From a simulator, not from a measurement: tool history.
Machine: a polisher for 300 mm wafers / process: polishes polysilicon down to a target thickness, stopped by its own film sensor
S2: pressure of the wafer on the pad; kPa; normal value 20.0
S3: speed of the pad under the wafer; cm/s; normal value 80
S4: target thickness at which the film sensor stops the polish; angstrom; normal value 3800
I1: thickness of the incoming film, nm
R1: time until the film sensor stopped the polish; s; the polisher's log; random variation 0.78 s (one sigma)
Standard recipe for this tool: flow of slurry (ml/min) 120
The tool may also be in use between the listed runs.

run 1 hour=0.0 | flow_of_slurry_(ml/min)=120 S2=20.0 S3=80 S4=4210 | I1=854.1 | R1=53.1
run 2 hour=15.1 | flow_of_slurry_(ml/min)=120 S2=20.0 S3=90 S4=3800 | I1=866.5 | R1=53.2
run 3 hour=66.4 | flow_of_slurry_(ml/min)=120 S2=20.0 S3=90 S4=3800 | I1=862.1 | R1=54.1
run 4 hour=96.0 | flow_of_slurry_(ml/min)=120 S2=20.0 S3=80 S4=4290 | I1=858.5 | R1=54.3
run 5 hour=131.1 | flow_of_slurry_(ml/min)=120 S2=20.0 S3=80 S4=4290 | I1=864.1 | R1=56.6
run 6 hour=165.7 | flow_of_slurry_(ml/min)=120 S2=20.0 S3=80 S4=4290 | I1=865.1 | R1=57.7
run 7 hour=181.7 | flow_of_slurry_(ml/min)=120 S2=15.2 S3=80 S4=3800 | I1=862.2 | R1=78.5
run 8 hour=205.7 | flow_of_slurry_(ml/min)=120 S2=15.2 S3=80 S4=3800 | I1=856.4 | R1=79.9
run 9 hour=223.5 | flow_of_slurry_(ml/min)=120 S2=15.2 S3=80 S4=3800 | I1=874.3 | R1=81.4
run 10 hour=242.4 | flow_of_slurry_(ml/min)=120 S2=20.0 S3=96 S4=3800 | I1=860.4 | R1=53.4
run 11 hour=266.4 | flow_of_slurry_(ml/min)=120 S2=20.0 S3=96 S4=3800 | I1=855.5 | R1=52.2
run 12 hour=287.3 | flow_of_slurry_(ml/min)=120 S2=20.0 S3=96 S4=3800 | I1=852.0 | R1=53.9
run 13 hour=302.4 | flow_of_slurry_(ml/min)=145 S2=20.0 S3=60 S4=3800 | I1=863.0 | R1=84.1
run 14 hour=315.7 | flow_of_slurry_(ml/min)=145 S2=20.0 S3=60 S4=3800 | I1=876.1 | R1=86.3
run 15 hour=333.2 | flow_of_slurry_(ml/min)=145 S2=20.0 S3=60 S4=3800 | I1=865.3 | R1=84.4
run 16 hour=361.2 | flow_of_slurry_(ml/min)=100 S2=20.0 S3=80 S4=3800 | I1=865.2 | R1=69.3
run 17 hour=375.2 | flow_of_slurry_(ml/min)=120 S2=25.5 S3=54 S4=2780 | I1=848.1 | R1=93.3
run 18 hour=405.3 | flow_of_slurry_(ml/min)=120 S2=20.0 S3=88 S4=3800 | I1=863.3 | R1=62.0
run 19 hour=430.1 | flow_of_slurry_(ml/min)=120 S2=26.2 S3=80 S4=3800 | I1=860.1 | R1=46.3
run 20 hour=443.6 | flow_of_slurry_(ml/min)=85 S2=20.0 S3=80 S4=3800 | I1=864.7 | R1=62.0
run 21 hour=478.9 | flow_of_slurry_(ml/min)=95 S2=26.2 S3=80 S4=3800 | I1=862.9 | R1=47.9
run 22 hour=494.1 | flow_of_slurry_(ml/min)=120 S2=20.0 S3=80 S4=3800 | I1=868.1 | R1=59.8
run 23 hour=522.1 | flow_of_slurry_(ml/min)=120 S2=14.5 S3=80 S4=5040 | I1=854.3 | R1=58.3
run 24 hour=534.2 | flow_of_slurry_(ml/min)=90 S2=15.2 S3=58 S4=4300 | I1=861.1 | R1=100.5
run 25 hour=569.9 | flow_of_slurry_(ml/min)=120 S2=15.2 S3=80 S4=3800 | I1=864.4 | R1=77.1
run 26 hour=591.4 | flow_of_slurry_(ml/min)=140 S2=17.2 S3=80 S4=3800 | I1=861.9 | R1=69.9
run 27 hour=618.2 | flow_of_slurry_(ml/min)=105 S2=14.5 S3=80 S4=3200 | I1=859.3 | R1=93.8
run 28 hour=634.0 | flow_of_slurry_(ml/min)=120 S2=20.0 S3=80 S4=3800 | I1=872.6 | R1=64.2
run 29 hour=653.1 | flow_of_slurry_(ml/min)=120 S2=20.0 S3=54 S4=3800 | I1=853.9 | R1=90.7
run 30 hour=683.4 | flow_of_slurry_(ml/min)=120 S2=20.0 S3=80 S4=3800 | I1=861.1 | R1=64.0
run 31 hour=718.7 | flow_of_slurry_(ml/min)=120 S2=20.0 S3=80 S4=4210 | I1=846.1 | R1=56.2
run 32 hour=751.5 | flow_of_slurry_(ml/min)=120 S2=20.0 S3=80 S4=3800 | I1=858.9 | R1=62.8
run 33 hour=779.5 | flow_of_slurry_(ml/min)=120 S2=20.0 S3=80 S4=4800 | I1=852.2 | R1=50.0
run 34 hour=811.6 | flow_of_slurry_(ml/min)=120 S2=20.0 S3=80 S4=4710 | I1=860.1 | R1=46.6
run 35 hour=840.2 | flow_of_slurry_(ml/min)=120 S2=20.0 S3=80 S4=3800 | I1=860.6 | R1=58.5
run 36 hour=864.5 | flow_of_slurry_(ml/min)=120 S2=23.4 S3=88 S4=2380 | I1=868.4 | R1=59.8
run 37 hour=896.4 | flow_of_slurry_(ml/min)=155 S2=20.0 S3=80 S4=3800 | I1=859.3 | R1=57.4

Put back what was entered between runs (7 entries, withheld): which listed runs does each sit between, and how does the hidden state differ from the listed run before to the listed run after?
After run 6, before run 7: worn pad replaced by a new one (hour 177.1)
  deviation of the head's pressure from its setpoint, %: -6.99 -> -7.48
  measured less the result without the state, R1: +3.6 -> +5.2 s
After run 17, before run 18: worn pad replaced by a new one (hour 395.1)
  deviation of the head's pressure from its setpoint, %: -13.4 -> -14.4
  measured less the result without the state, R1: +11.1 -> +7.9 s
After run 18, before run 19: head pressure recalibrated (hour 409.0)
  deviation of the head's pressure from its setpoint, %: -14.4 -> -0.476
  measured less the result without the state, R1: +7.9 -> +0.2 s
After run 25, before run 26: slurry nozzle cleaned (hour 575.5); worn pad replaced by a new one (hour 586.0)
  deviation of the head's pressure from its setpoint, %: -4.78 -> -5.44
  measured less the result without the state, R1: +3.2 -> +3.4 s
After run 32, before run 33: worn pad replaced by a new one (hour 760.7)
  deviation of the head's pressure from its setpoint, %: -10.4 -> -11.2
  measured less the result without the state, R1: +5.8 -> +5.0 s
After run 33, before run 34: head pressure recalibrated (hour 810.1)
  deviation of the head's pressure from its setpoint, %: -11.2 -> -0.659
  measured less the result without the state, R1: +5.0 -> +0.2 s
